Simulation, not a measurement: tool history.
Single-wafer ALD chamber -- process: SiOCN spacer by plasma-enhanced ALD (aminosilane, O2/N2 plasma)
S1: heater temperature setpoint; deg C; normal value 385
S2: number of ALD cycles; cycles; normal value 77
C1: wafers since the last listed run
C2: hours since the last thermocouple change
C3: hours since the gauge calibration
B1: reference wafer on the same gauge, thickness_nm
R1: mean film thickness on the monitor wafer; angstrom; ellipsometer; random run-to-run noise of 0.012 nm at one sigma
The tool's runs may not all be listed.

Run 1, hour 0.0: usual settings; C1 0; C2 387.0; C3 1235.1; B1 4.650. Result: R1 48.12 angstrom.
At hour 39.9: gauge calibrated.
Run 2, hour 82.7: usual settings; C1 190; C2 469.7; C3 42.8; B1 4.648. Result: R1 47.82 angstrom.
Run 3, hour 171.1: usual settings; C1 203; C2 558.1; C3 131.2; B1 4.651. Result: R1 48.08 angstrom.
Run 4, hour 258.2: usual settings but S2 83 cycles; C1 200; C2 645.2; C3 218.3; B1 4.649. Result: R1 51.86 angstrom.
Run 5, hour 360.9: usual settings but S2 83 cycles; C1 236; C2 747.9; C3 321.0; B1 4.651. Result: R1 52.11 angstrom.
Run 6, hour 464.9: usual settings; C1 239; C2 851.9; C3 425.0; B1 4.650. Result: R1 48.12 angstrom.
Run 7, hour 555.1: usual settings; C1 207; C2 942.1; C3 515.2; B1 4.648. Result: R1 47.99 angstrom.
Run 8, hour 621.0: usual settings; C1 151; C2 1008.0; C3 581.1; B1 4.650. Result: R1 48.03 angstrom.
Run 9, hour 716.6: usual settings but S1 374 deg C; C1 220; C2 1103.6; C3 676.7; B1 4.650. Result: R1 47.89 angstrom.
Run 10, hour 757.1: usual settings but S1 374 deg C; C1 93; C2 1144.1; C3 717.2; B1 4.654. Result: R1 48.11 angstrom.
Run 11, hour 865.6: usual settings but S2 81 cycles; C1 250; C2 1252.6; C3 825.7; B1 4.648. Result: R1 50.51 angstrom.
Run 12, hour 944.5: usual settings; C1 181; C2 1331.5; C3 904.6; B1 4.648. Result: R1 47.91 angstrom.
Run 13, hour 1049.0: usual settings; C1 240; C2 1436.0; C3 1009.1; B1 4.648. Result: R1 48.15 angstrom.
At hour 1062.8: thermocouple changed; heater temperature recalibrated.
Run 14, hour 1150.0: usual settings; C1 214; C2 87.2; C3 1110.1; B1 4.649. Result: R1 48.01 angstrom.
At hour 1189.2: gauge calibrated.
Run 15, hour 1203.5: usual settings but S2 86 cycles; C1 123; C2 140.7; C3 14.3; B1 4.648. Result: R1 53.63 angstrom.
Run 16, hour 1282.8: usual settings but S1 379 deg C, S2 83 cycles; C1 182; C2 220.0; C3 93.6; B1 4.652. Result: R1 52.02 angstrom.
Run 17, hour 1355.3: usual settings; C1 167; C2 292.5; C3 166.1; B1 4.655. Result: R1 47.91 angstrom.
Run 18, hour 1412.1: usual settings but S2 66 cycles; C1 130; C2 349.3; C3 222.9; B1 4.653. Result: R1 41.14 angstrom.
Run 19, hour 1471.7: usual settings but S2 70 cycles; C1 137; C2 408.9; C3 282.5; B1 4.647. Result: R1 43.71 angstrom.
Run 20, hour 1566.6: usual settings but S1 377 deg C; C1 218; C2 503.8; C3 377.4; B1 4.654. Result: R1 48.22 angstrom.
Run 21, hour 1657.8: usual settings but S1 372 deg C, S2 92 cycles; C1 210; C2 595.0; C3 468.6; B1 4.648. Result: R1 57.38 angstrom.
Run 22, hour 1739.0: usual settings but S1 375 deg C, S2 84 cycles; C1 187; C2 676.2; C3 549.8; B1 4.651. Result: R1 52.41 angstrom.

Consider 3 possible next runs. They are alternatives, not a sequence: every one starts from the tool as it was left by run 22. What does each give?
Run A, hour 1739.5: usual settings; C1 1; C2 676.7; C3 550.3; B1 ?. Result: R1 ?.
Run B, hour 1739.5: usual settings but S1 379 deg C, S2 84 cycles; C1 1; C2 676.7; C3 550.3; B1 ?. Result: R1 ?.
Run C, hour 1739.5: usual settings but S1 398 deg C, S2 87 cycles; C1 1; C2 676.7; C3 550.3; B1 ?. Result: R1 ?.

run     B1     R1
  A  4.653  48.08
  B  4.653  52.45
  C  4.653  54.33
The same runs, with their run-to-run variation unchanged, on a tool lacking any hidden condition would have given:
run     R1
  A  48.08
  B  52.45
  C  54.33
